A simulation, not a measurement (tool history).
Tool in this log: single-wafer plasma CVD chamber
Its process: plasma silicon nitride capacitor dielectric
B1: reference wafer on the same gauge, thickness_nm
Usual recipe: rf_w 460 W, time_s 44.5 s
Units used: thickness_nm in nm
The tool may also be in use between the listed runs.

{"run": 1, "hour": 0.0, "rf_w": 460, "time_s": 44.5, "B1": 65.986, "thickness_nm": 62.44}
{"run": 2, "hour": 26.7, "rf_w": 460, "time_s": 44.5, "B1": 65.933, "thickness_nm": 62.522}
{"run": 3, "hour": 42.1, "rf_w": 460, "time_s": 40.2, "B1": 65.972, "thickness_nm": 56.871}
{"run": 4, "hour": 62.4, "rf_w": 460, "time_s": 40.2, "B1": 65.984, "thickness_nm": 56.338}
{"run": 5, "hour": 85.9, "rf_w": 405, "time_s": 40.1, "B1": 66.047, "thickness_nm": 52.757}
{"run": 6, "hour": 111.4, "rf_w": 390, "time_s": 44.5, "B1": 66.013, "thickness_nm": 57.846}
{"run": 7, "hour": 132.0, "rf_w": 460, "time_s": 44.5, "B1": 65.928, "thickness_nm": 62.373}
{"run": 8, "hour": 159.4, "rf_w": 460, "time_s": 44.5, "B1": 66.028, "thickness_nm": 62.617}
{"run": 9, "hour": 183.6, "rf_w": 460, "time_s": 44.5, "B1": 65.967, "thickness_nm": 62.838}
{"run": 10, "hour": 196.8, "rf_w": 460, "time_s": 44.5, "B1": 65.955, "thickness_nm": 62.428}
{"run": 11, "hour": 227.0, "rf_w": 460, "time_s": 44.5, "B1": 65.966, "thickness_nm": 62.483}
{"run": 12, "hour": 244.1, "rf_w": 460, "time_s": 44.5, "B1": 65.977, "thickness_nm": 62.702}
{"run": 13, "hour": 276.4, "rf_w": 460, "time_s": 44.5, "B1": 65.98, "thickness_nm": 62.722}
{"run": 14, "hour": 308.8, "rf_w": 460, "time_s": 44.5, "B1": 66.008, "thickness_nm": 62.684}
{"hour": 317.7, "done": "gauge calibrated"}
{"run": 15, "hour": 344.3, "rf_w": 460, "time_s": 44.5, "B1": 65.952, "thickness_nm": 62.437}
{"run": 16, "hour": 369.1, "rf_w": 460, "time_s": 44.5, "B1": 65.963, "thickness_nm": 62.237}
{"hour": 377.2, "done": "RF generator calibrated"}
{"run": 17, "hour": 390.5, "rf_w": 460, "time_s": 44.5, "B1": 66.05, "thickness_nm": 64.43}
{"run": 18, "hour": 408.2, "rf_w": 460, "time_s": 44.5, "B1": 66.106, "thickness_nm": 64.782}
{"run": 19, "hour": 429.1, "rf_w": 460, "time_s": 51.1, "B1": 65.961, "thickness_nm": 74.33}
{"run": 20, "hour": 457.4, "rf_w": 460, "time_s": 51.1, "B1": 65.917, "thickness_nm": 73.541}
{"run": 21, "hour": 480.3, "rf_w": 460, "time_s": 52.5, "B1": 65.965, "thickness_nm": 75.754}
{"run": 22, "hour": 503.9, "rf_w": 460, "time_s": 44.5, "B1": 65.984, "thickness_nm": 64.269}
{"run": 23, "hour": 520.8, "rf_w": 460, "time_s": 44.5, "B1": 65.924, "thickness_nm": 63.688}
{"run": 24, "hour": 535.6, "rf_w": 515, "time_s": 39.2, "B1": 65.981, "thickness_nm": 59.724}
{"run": 25, "hour": 564.4, "rf_w": 460, "time_s": 44.5, "B1": 66.047, "thickness_nm": 63.955}
{"run": 26, "hour": 652.8, "rf_w": 390, "time_s": 49.9, "B1": 65.978, "thickness_nm": 65.773}
{"run": 27, "hour": 670.6, "rf_w": 520, "time_s": 37.4, "B1": 66.041, "thickness_nm": 56.749}
{"run": 28, "hour": 699.5, "rf_w": 460, "time_s": 50.1, "B1": 65.961, "thickness_nm": 71.542}
{"run": 29, "hour": 713.1, "rf_w": 460, "time_s": 44.5, "B1": 66.057, "thickness_nm": 63.158}
{"hour": 744.3, "done": "showerhead replaced"}
{"run": 30, "hour": 748.7, "rf_w": 460, "time_s": 48.2, "B1": 65.957, "thickness_nm": 68.764}
{"run": 31, "hour": 767.2, "rf_w": 390, "time_s": 39.3, "B1": 66.006, "thickness_nm": 52.044}
{"run": 32, "hour": 802.4, "rf_w": 460, "time_s": 48.5, "B1": 66.019, "thickness_nm": 69.294}
{"run": 33, "hour": 815.6, "rf_w": 545, "time_s": 35.7, "B1": 66.032, "thickness_nm": 54.796}
{"run": 34, "hour": 830.3, "rf_w": 405, "time_s": 51.8, "B1": 65.899, "thickness_nm": 69.164}
{"run": 35, "hour": 854.4, "rf_w": 420, "time_s": 42, "B1": 66.021, "thickness_nm": 57.403}
{"run": 36, "hour": 879.3, "rf_w": 460, "time_s": 44.5, "B1": 66.002, "thickness_nm": 63.417}
{"run": 37, "hour": 894.0, "rf_w": 370, "time_s": 44.5, "B1": 65.922, "thickness_nm": 56.788}
{"run": 38, "hour": 927.6, "rf_w": 460, "time_s": 44.5, "B1": 65.964, "thickness_nm": 63.263}
{"run": 39, "hour": 941.4, "rf_w": 370, "time_s": 50.1, "B1": 66.011, "thickness_nm": 63.963}
{"run": 40, "hour": 954.1, "rf_w": 460, "time_s": 50.7, "B1": 66.013, "thickness_nm": 72.311}
{"run": 41, "hour": 980.5, "rf_w": 460, "time_s": 40.5, "B1": 65.965, "thickness_nm": 57.351}
{"run": 42, "hour": 1002.4, "rf_w": 545, "time_s": 40.5, "B1": 65.968, "thickness_nm": 61.815}
{"run": 43, "hour": 1016.1, "rf_w": 405, "time_s": 44.5, "B1": 66.048, "thickness_nm": 59.263}

What would each run have given without the hidden state, its run-to-run variation left as it was?
What the log doesn't record here: delivered RF power above the setpoint (%); gauge reads high (%).
run=1 thickness_nm=64.934
run=2 thickness_nm=65.032
run=3 thickness_nm=59.16
run=4 thickness_nm=58.614
run=5 thickness_nm=54.896
run=6 thickness_nm=60.201
run=7 thickness_nm=64.92
run=8 thickness_nm=65.184
run=9 thickness_nm=65.423
run=10 thickness_nm=65.001
run=11 thickness_nm=65.068
run=12 thickness_nm=65.301
run=13 thickness_nm=65.332
run=14 thickness_nm=65.303
run=15 thickness_nm=65.056
run=16 thickness_nm=64.854
run=17 thickness_nm=64.914
run=18 thickness_nm=65.338
run=19 thickness_nm=75.059
run=20 thickness_nm=74.381
run=21 thickness_nm=76.715
run=22 thickness_nm=65.165
run=23 thickness_nm=64.632
run=24 thickness_nm=60.653
run=25 thickness_nm=65.041
run=26 thickness_nm=67.155
run=27 thickness_nm=57.985
run=28 thickness_nm=73.185
run=29 thickness_nm=64.643
run=30 thickness_nm=70.475
run=31 thickness_nm=53.375
run=32 thickness_nm=71.153
run=33 thickness_nm=56.291
run=34 thickness_nm=71.086
run=35 thickness_nm=59.043
run=36 thickness_nm=65.28
run=37 thickness_nm=58.482
run=38 thickness_nm=65.214
run=39 thickness_nm=65.961
run=40 thickness_nm=74.596
run=41 thickness_nm=59.205
run=42 thickness_nm=63.85
run=43 thickness_nm=61.235

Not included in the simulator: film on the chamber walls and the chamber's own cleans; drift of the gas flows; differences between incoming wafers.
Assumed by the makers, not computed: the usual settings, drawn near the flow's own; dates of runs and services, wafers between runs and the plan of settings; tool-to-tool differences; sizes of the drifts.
